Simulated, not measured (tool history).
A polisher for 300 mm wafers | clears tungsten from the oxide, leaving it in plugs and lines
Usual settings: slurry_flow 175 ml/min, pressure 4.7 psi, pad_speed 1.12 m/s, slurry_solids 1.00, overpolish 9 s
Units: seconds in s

run,hour,slurry_flow,pressure,pad_speed,slurry_solids,overpolish,"incoming thickness of the incoming film, nm",seconds
1,0.0,175,4.7,1.12,1.00,9,499.1,70.3
2,11.5,175,4.7,1.12,1.00,9,506.2,73.3
3,28.4,175,4.7,1.12,1.00,9,504.7,73.2
# hour 53.0: slurry tank refilled with fresh slurry and peroxide
4,61.2,175,4.7,1.12,1.00,9,499.4,74.0
# hour 74.7: slurry nozzle cleaned
# hour 91.8: head pressure recalibrated
5,92.3,215,4.7,1.30,1.00,9,500.8,58.1
6,115.9,175,4.7,1.12,1.00,9,503.0,68.1
7,140.0,205,5.2,1.12,1.15,14,508.7,57.3
# hour 224.5: worn pad replaced by a new one
8,228.2,175,4.7,1.12,1.10,11,493.3,65.1
9,254.8,175,4.7,1.12,1.00,11,497.4,67.4
10,270.3,175,4.7,1.12,1.00,9,501.4,70.0
# hour 280.8: slurry tank refilled with fresh slurry and peroxide
11,293.4,175,5.3,1.12,1.00,9,503.0,63.1
12,319.4,175,4.7,1.12,0.90,9,502.6,74.8
13,337.9,175,4.0,1.12,1.00,9,506.2,84.1
14,361.5,175,4.7,1.12,1.00,9,500.0,72.5
15,393.2,175,6.0,1.44,1.15,9,506.6,43.4
16,406.4,175,4.7,1.12,1.00,5,502.0,73.0
# hour 417.5: slurry blender recalibrated
17,422.0,235,4.7,1.12,1.00,9,497.1,60.5
18,450.1,175,5.4,1.12,1.00,11,507.4,59.0
# hour 469.8: worn pad replaced by a new one
19,470.3,175,4.7,1.12,1.00,9,502.0,67.0
20,497.9,175,5.3,1.12,1.25,12,501.3,56.3
# hour 500.0: slurry tank refilled with fresh slurry and peroxide
21,526.7,175,3.5,1.12,1.00,9,494.5,92.1
22,543.0,175,4.7,1.12,1.00,12,495.7,70.2
23,573.7,120,4.7,1.12,1.25,9,501.8,70.8
24,601.8,175,4.7,1.40,1.20,12,501.0,56.4
# hour 608.9: slurry nozzle cleaned
25,635.3,175,4.7,1.12,1.00,9,501.2,73.3
26,651.4,175,5.8,1.12,1.00,9,503.2,59.9
27,684.2,145,4.2,1.46,1.00,13,498.9,67.3

3 ways to go on from here, each from the tool as it stands after run 27. What would each give?
A,684.6,175,4.7,1.12,1.00,9,504.4,?
B,684.6,175,5.6,1.12,1.00,9,504.4,?
C,684.6,175,4.7,1.00,1.00,9,504.4,?

run,seconds
A,72.4
B,60.7
C,79.5
Without the tool's hidden state the same runs would have given:
run,seconds
A,61.9
B,52.0
C,68.0

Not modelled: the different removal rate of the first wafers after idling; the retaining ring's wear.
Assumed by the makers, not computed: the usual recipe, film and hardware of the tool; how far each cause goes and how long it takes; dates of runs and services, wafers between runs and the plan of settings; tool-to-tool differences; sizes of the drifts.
